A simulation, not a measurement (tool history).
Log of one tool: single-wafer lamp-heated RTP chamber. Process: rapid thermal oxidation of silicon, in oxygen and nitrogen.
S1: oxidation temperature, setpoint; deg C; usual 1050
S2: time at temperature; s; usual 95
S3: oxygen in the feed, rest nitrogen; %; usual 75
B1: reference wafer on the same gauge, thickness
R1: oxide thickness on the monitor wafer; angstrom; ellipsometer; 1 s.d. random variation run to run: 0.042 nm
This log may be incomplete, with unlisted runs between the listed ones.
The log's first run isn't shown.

run	day	S1	S2	S3	B1	R1
2	1.267	1050	95	75	7.877	97.19
3	2.1	1041	95	51	7.873	79.3
4	2.971	1041	95	51	7.877	79.95
5	3.85	1041	95	51	7.893	79.53
6	4.85	1050	95	75	7.876	97.94
7	5.483	1050	95	75	7.89	97.08
8	6.15	1050	95	75	7.883	97.48
9	8.883	1050	95	75	7.879	97.11
10	10.133	1050	95	75	7.878	97.67
11	13.842	1050	95	75	7.881	97.77
12	14.692	1050	83	75	7.887	93.31
13	15.367	1050	95	75	7.876	98.22
# day 15.633: gauge calibrated
14	16.088	1050	95	75	7.872	99.17
15	17.146	1040	95	53	7.891	81.28
16	18.042	1040	95	53	7.88	80.89
# day 20.088: pyrometer window cleaned and pyrometer calibrated
17	20.108	1050	95	75	7.874	96.51
18	21.246	1050	95	75	7.887	96.87
19	22.662	1050	95	75	7.875	96.15
20	23.454	1058	58	56	7.874	73.59
# day 24.275: oxygen flow controller replaced
21	26.592	1066	95	75	7.888	108.64
22	27.929	1070	95	75	7.884	111.66

What does the tool deliver on the next run?
23	29.012	1050	60	98	?	?

{"run 23": {"B1": 7.88, "R1": 86.11}}
With no hidden state in the tool, this same run would have given R1 85.92 angstrom.

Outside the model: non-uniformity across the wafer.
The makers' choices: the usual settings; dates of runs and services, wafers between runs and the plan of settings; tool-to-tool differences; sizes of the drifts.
